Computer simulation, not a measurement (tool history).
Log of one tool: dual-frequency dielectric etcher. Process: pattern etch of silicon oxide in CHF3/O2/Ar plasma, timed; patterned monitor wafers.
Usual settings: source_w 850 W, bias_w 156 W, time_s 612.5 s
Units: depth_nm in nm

run,hour,source_w,bias_w,time_s,wafers since the last listed run,hours since the last wet clean,hours since the last source power generator calibration,hours since the last bias power generator calibration,hours since the last upper electrode change,hours since the gauge calibration,"read-back reference wafer on the same gauge, depth_nm",depth_nm
1,0.0,850,156,612.5,0,333.9,2936.3,1258.4,3424.9,152.2,1281.2,1317.3
2,103.1,850,136,612.5,325,437.0,3039.4,1361.5,3528.0,255.3,1281.9,1283.5
3,142.9,850,136,612.5,125,476.8,3079.2,1401.3,3567.8,295.1,1279.1,1272.1
4,224.8,850,136,612.5,258,558.7,3161.1,1483.2,3649.7,377.0,1280.5,1290.4
# hour 260.8: wet clean of the chamber
5,328.4,900,156,499.0,251,67.6,3264.7,1586.8,3753.3,480.6,1279.2,1064.8
6,405.4,900,156,499.0,243,144.6,3341.7,1663.8,3830.3,557.6,1277.6,1070.9
7,498.3,850,156,612.5,293,237.5,3434.6,1756.7,3923.2,650.5,1280.7,1287.2
# hour 531.1: source power generator calibrated
8,543.5,850,156,612.5,130,282.7,12.4,1801.9,3968.4,695.7,1280.7,1293.9
# hour 621.7: upper electrode replaced, of another model than before
9,631.6,850,156,612.5,202,370.8,100.5,1890.0,9.9,783.8,1279.6,1306.9
10,708.4,850,156,612.5,242,447.6,177.3,1966.8,86.7,860.6,1279.8,1310.6
# hour 746.3: bias power generator calibrated
11,775.1,850,156,612.5,198,514.3,244.0,28.8,153.4,927.3,1280.1,1318.3
12,840.0,970,156,612.5,204,579.2,308.9,93.7,218.3,992.2,1279.9,1444.8
# hour 876.8: wet clean of the chamber
13,901.1,900,156,499.0,117,24.3,370.0,154.8,279.4,1053.3,1280.1,1078.3
14,995.7,700,144,709.0,298,118.9,464.6,249.4,374.0,1147.9,1278.8,1246.0
15,1070.7,750,137,612.5,236,193.9,539.6,324.4,449.0,1222.9,1280.4,1131.9
# hour 1131.0: gauge calibrated
16,1166.0,930,134,710.5,300,289.2,634.9,419.7,544.3,35.0,1279.4,1550.1
17,1269.5,850,156,612.5,326,392.7,738.4,523.2,647.8,138.5,1277.5,1304.1
18,1350.2,740,141,612.5,254,473.4,819.1,603.9,728.5,219.2,1277.4,1155.4
19,1419.2,850,156,612.5,217,542.4,888.1,672.9,797.5,288.2,1279.3,1310.8
20,1518.1,670,156,723.5,312,641.3,987.0,771.8,896.4,387.1,1280.8,1289.2
# hour 1554.1: wet clean of the chamber
21,1574.1,850,156,708.5,101,20.0,1043.0,827.8,952.4,443.1,1279.4,1466.5

The next listed run, before its measurement:
22,1661.3,710,168,541.0,275,107.2,1130.2,915.0,1039.6,530.3,?,?

{"run 22": {"read-back reference wafer on the same gauge, depth_nm": 1281.3, "depth_nm": 994.9}}
Without the tool's hidden state the same run would have given depth_nm 986.2 nm.
